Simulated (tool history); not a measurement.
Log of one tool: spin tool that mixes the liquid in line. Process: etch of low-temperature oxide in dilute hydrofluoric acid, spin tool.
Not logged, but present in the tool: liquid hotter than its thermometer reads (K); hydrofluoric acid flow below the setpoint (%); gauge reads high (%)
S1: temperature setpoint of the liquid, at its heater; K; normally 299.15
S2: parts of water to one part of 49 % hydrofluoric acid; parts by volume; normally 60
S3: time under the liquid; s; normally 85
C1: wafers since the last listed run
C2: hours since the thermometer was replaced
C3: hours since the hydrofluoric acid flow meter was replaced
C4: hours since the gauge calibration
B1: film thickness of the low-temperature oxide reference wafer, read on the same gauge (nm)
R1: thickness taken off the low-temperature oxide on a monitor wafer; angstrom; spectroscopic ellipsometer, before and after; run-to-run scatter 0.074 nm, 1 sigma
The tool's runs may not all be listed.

{"run": 1, "hour": 0.0, "S1": 299.15, "S2": 60, "S3": 85, "C1": 0, "C2": 974.1, "C3": 1370.8, "C4": 81.9, "B1": 79.99, "R1": 212.4}
{"run": 2, "hour": 97.3, "S1": 299.15, "S2": 60, "S3": 85, "C1": 968, "C2": 1071.4, "C3": 1468.1, "C4": 179.2, "B1": 80.0, "R1": 212.8}
{"run": 3, "hour": 164.8, "S1": 299.15, "S2": 60, "S3": 85, "C1": 672, "C2": 1138.9, "C3": 1535.6, "C4": 246.7, "B1": 80.0, "R1": 213.4}
{"run": 4, "hour": 457.0, "S1": 299.15, "S2": 60, "S3": 85, "C1": 2909, "C2": 1431.1, "C3": 1827.8, "C4": 538.9, "B1": 80.0, "R1": 214.3}
{"run": 5, "hour": 529.8, "S1": 299.15, "S2": 60, "S3": 85, "C1": 724, "C2": 1503.9, "C3": 1900.6, "C4": 611.7, "B1": 80.0, "R1": 213.2}
{"run": 6, "hour": 593.0, "S1": 299.15, "S2": 60, "S3": 50, "C1": 629, "C2": 1567.1, "C3": 1963.8, "C4": 674.9, "B1": 80.0, "R1": 126.9}
{"run": 7, "hour": 675.0, "S1": 299.15, "S2": 60, "S3": 50, "C1": 816, "C2": 1649.1, "C3": 2045.8, "C4": 756.9, "B1": 80.01, "R1": 126.6}
{"run": 8, "hour": 734.3, "S1": 299.15, "S2": 60, "S3": 85, "C1": 590, "C2": 1708.4, "C3": 2105.1, "C4": 816.2, "B1": 80.03, "R1": 214.7}
{"run": 9, "hour": 778.4, "S1": 299.15, "S2": 60, "S3": 85, "C1": 439, "C2": 1752.5, "C3": 2149.2, "C4": 860.3, "B1": 80.03, "R1": 215.7}
{"hour": 801.7, "done": "thermometer replaced"}
{"run": 10, "hour": 842.7, "S1": 299.15, "S2": 60, "S3": 85, "C1": 630, "C2": 41.0, "C3": 2213.5, "C4": 924.6, "B1": 79.99, "R1": 210.7}
{"run": 11, "hour": 906.3, "S1": 299.15, "S2": 60, "S3": 85, "C1": 633, "C2": 104.6, "C3": 2277.1, "C4": 988.2, "B1": 79.99, "R1": 210.6}
{"hour": 929.5, "done": "hydrofluoric acid flow meter replaced"}
{"hour": 1105.1, "done": "gauge calibrated"}
{"run": 12, "hour": 1118.2, "S1": 295.15, "S2": 80, "S3": 130, "C1": 2099, "C2": 316.5, "C3": 188.7, "C4": 13.1, "B1": 80.0, "R1": 200.8}
{"run": 13, "hour": 1168.5, "S1": 299.15, "S2": 60, "S3": 85, "C1": 500, "C2": 366.8, "C3": 239.0, "C4": 63.4, "B1": 80.0, "R1": 210.6}
{"run": 14, "hour": 1238.0, "S1": 295.65, "S2": 60, "S3": 45, "C1": 691, "C2": 436.3, "C3": 308.5, "C4": 132.9, "B1": 80.01, "R1": 96.9}
{"run": 15, "hour": 1337.9, "S1": 299.15, "S2": 60, "S3": 55, "C1": 994, "C2": 536.2, "C3": 408.4, "C4": 232.8, "B1": 80.03, "R1": 136.6}
{"run": 16, "hour": 1379.9, "S1": 302.65, "S2": 60, "S3": 130, "C1": 418, "C2": 578.2, "C3": 450.4, "C4": 274.8, "B1": 79.99, "R1": 373.5}
{"run": 17, "hour": 1472.8, "S1": 300.65, "S2": 60, "S3": 85, "C1": 924, "C2": 671.1, "C3": 543.3, "C4": 367.7, "B1": 79.98, "R1": 223.9}
{"run": 18, "hour": 1525.7, "S1": 294.15, "S2": 60, "S3": 85, "C1": 526, "C2": 724.0, "C3": 596.2, "C4": 420.6, "B1": 79.98, "R1": 173.4}
{"run": 19, "hour": 1636.3, "S1": 295.15, "S2": 60, "S3": 40, "C1": 1101, "C2": 834.6, "C3": 706.8, "C4": 531.2, "B1": 79.97, "R1": 84.9}
{"run": 20, "hour": 1699.1, "S1": 303.15, "S2": 90, "S3": 100, "C1": 625, "C2": 897.4, "C3": 769.6, "C4": 594.0, "B1": 79.96, "R1": 185.7}
{"run": 21, "hour": 2005.6, "S1": 299.15, "S2": 60, "S3": 100, "C1": 3051, "C2": 1203.9, "C3": 1076.1, "C4": 900.5, "B1": 80.02, "R1": 250.4}

Expected results for the next run?
{"run": 22, "hour": 2047.7, "S1": 299.15, "S2": 60, "S3": 85, "C1": 419, "C2": 1246.0, "C3": 1118.2, "C4": 942.6, "B1": "?", "R1": "?"}

B1: 80.00
R1: 214.1 angstrom
Take away the tool's hidden state, keep the run-to-run variation as it was, and the same run would have given R1 211.0 angstrom.

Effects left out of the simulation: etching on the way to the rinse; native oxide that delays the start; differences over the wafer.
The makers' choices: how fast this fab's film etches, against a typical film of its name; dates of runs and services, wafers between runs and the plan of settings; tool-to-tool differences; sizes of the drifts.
